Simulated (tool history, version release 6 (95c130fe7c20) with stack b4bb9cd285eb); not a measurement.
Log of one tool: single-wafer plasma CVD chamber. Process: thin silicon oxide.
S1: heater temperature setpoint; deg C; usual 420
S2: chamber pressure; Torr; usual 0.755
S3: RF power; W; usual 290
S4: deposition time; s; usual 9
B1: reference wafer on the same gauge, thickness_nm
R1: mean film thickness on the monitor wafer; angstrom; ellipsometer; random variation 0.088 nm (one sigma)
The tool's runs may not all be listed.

run	hour	S1	S2	S3	S4	B1	R1
1	0	420	0.755	290	9	13.111	162.38
2	52.1	420	0.755	290	9	13.083	160.79
3	112.8	420	0.755	290	9	13.102	163.19
4	182.9	420	0.755	290	9	13.104	162.8
5	235.7	420	0.755	290	9	13.083	161.76
6	304.9	420	0.755	290	9	13.103	162.73
# hour 338.1: capacitance manometer re-zeroed and calibrated
7	368.7	420	0.755	290	9	13.097	137.85
8	423.9	420	0.755	290	9	13.11	136.55
# hour 447.9: gauge calibrated
9	449.5	420	0.755	290	9	13.111	138.29
10	483	420	0.755	290	9	13.115	137.31
11	541.5	420	0.755	290	9	13.103	139.96
12	578.5	420	0.755	290	9	13.094	139.53
# hour 636.4: capacitance manometer re-zeroed and calibrated, repeated, since the last time left the tool worse
13	646	420	0.755	290	9	13.082	152.38
14	690.9	420	0.755	290	9	13.11	153.25
# hour 714.1: thermocouple changed; heater temperature recalibrated
# hour 716.2: RF generator calibrated
15	756.4	406	0.755	290	9	13.093	155.36
16	797.9	420	0.755	290	9	13.112	153.7
17	854	420	0.755	290	9	13.102	153.7
18	895.3	412	0.838	290	9	13.102	170.48
19	924.2	435	0.755	290	7.95	13.079	134.84
# hour 964: showerhead replaced
20	974.6	420	0.755	270	10.45	13.107	177.53
21	1036.9	420	0.755	340	9.95	13.115	183.05
22	1093.9	420	0.755	290	9	13.096	156.22
23	1150.6	427	0.912	325	9	13.108	190.29
24	1211.4	420	0.755	290	9	13.105	157.03
25	1244.1	425	0.872	245	10.35	13.111	192.09
26	1280.8	406	0.617	305	9	13.104	131.45
27	1337.4	429	0.654	270	10.79	13.097	159.01
28	1401.8	415	0.621	260	8.45	13.099	116.22
29	1456.3	420	0.755	290	9	13.087	156.45

Forecast each of these 3 alternatives for the next run:
A	1456.7	420	0.755	290	9	?	?
B	1456.7	432	0.755	290	9	?	?
C	1456.7	420	0.698	265	10.1	?	?

run	B1	R1
A	13.097	157.21
B	13.097	155.83
C	13.097	157.83
Without the tool's hidden state the same runs would have given:
run	R1
A	152.68
B	151.34
C	152.91
